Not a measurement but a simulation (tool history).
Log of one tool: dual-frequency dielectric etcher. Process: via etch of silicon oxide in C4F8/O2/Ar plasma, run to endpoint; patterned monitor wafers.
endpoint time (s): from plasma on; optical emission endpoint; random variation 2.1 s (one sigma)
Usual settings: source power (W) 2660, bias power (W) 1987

run	day	source power (W)	bias power (W)	wafers since the last listed run	hours since the last wet clean	hours since the last source power generator calibration	hours since the last bias power generator calibration	hours since the last upper electrode change	incoming incoming film thickness, nm	endpoint time (s)
1	0	2660	1987	0	219.7	942.9	3382.6	5093.9	1525.8	259.1
2	2.512	2660	1987	372	280	1003.2	3442.9	5154.2	1519.1	254.5
3	6.196	2660	1987	546	368.4	1091.6	3531.3	5242.6	1519	246.1
# day 8.679: wet clean of the chamber
4	9.729	2660	1987	375	25.2	1176.4	3616.1	5327.4	1540.9	261
5	12.225	2660	1987	370	85.1	1236.3	3676	5387.3	1506	253.3
6	16.312	2660	1987	606	183.2	1334.4	3774.1	5485.4	1526	253.8
7	18.738	2660	1987	359	241.4	1392.6	3832.3	5543.6	1506.9	247.6
8	20.758	2660	1987	299	289.9	1441.1	3880.8	5592.1	1528	249.4
# day 24.617: wet clean of the chamber
9	24.717	2660	1987	438	2.4	1536.1	3975.8	5687.1	1518.6	260.1
# day 26.167: upper electrode replaced
10	28.483	2270	1987	410	92.8	1626.5	4066.2	55.6	1534.9	274.7
11	31.575	2270	1987	458	167	1700.7	4140.4	129.8	1510.3	272.8
# day 34.192: bias power generator calibrated
12	35.408	2660	1765	543	259	1792.7	29.2	221.8	1535.2	267.7
13	38.05	2850	1773	391	322.4	1856.1	92.6	285.2	1528.4	257.7
14	41.562	2850	2347	520	406.7	1940.4	176.9	369.5	1515.9	227
# day 43.204: wet clean of the chamber
15	45.908	2320	1987	496	64.9	2044.7	281.2	473.8	1531.6	276.1
# day 47.738: source power generator calibrated
16	48.946	2660	1987	425	137.8	29	354.1	546.7	1505.6	253.6
17	51.567	2030	2138	388	200.7	91.9	417	609.6	1528.8	278.9
18	54.317	3150	2438	407	266.7	157.9	483	675.6	1519.1	223
19	58.012	2660	1987	548	355.4	246.6	571.7	764.3	1536.9	253.2
20	60.738	3060	1626	404	420.8	312	637.1	829.7	1529.4	249.9
# day 62.592: wet clean of the chamber
21	63.238	2850	1773	222	15.5	372	697.1	889.7	1525.3	261.1
22	66.583	2920	2300	496	95.8	452.3	777.4	970	1519.8	236.4

Hidden state or all else? Some run-to-run changes of endpoint time (s), split into what the settings, what came in and random variation would give without the hidden state, and what is left for the hidden state (with any gauge scatter that isn't in both results):
The hidden state here: etch rate over this chamber's usual, %; source power that arrives over what is set, %; bias power that arrives over what is set, %.
Run 8 -> 9: wet clean of the chamber. endpoint time (s) +10.7: hidden state +8.7, all else +2.
Run 14 -> 15: source power (W) 2850 -> 2320, bias power (W) 2347 -> 1987, wet clean of the chamber. endpoint time (s) +49.1: hidden state +8.6, all else +40.5.
Run 17 -> 18: source power (W) 2030 -> 3150, bias power (W) 2138 -> 2438. endpoint time (s) -55.9: hidden state -0.6, all else -55.3.
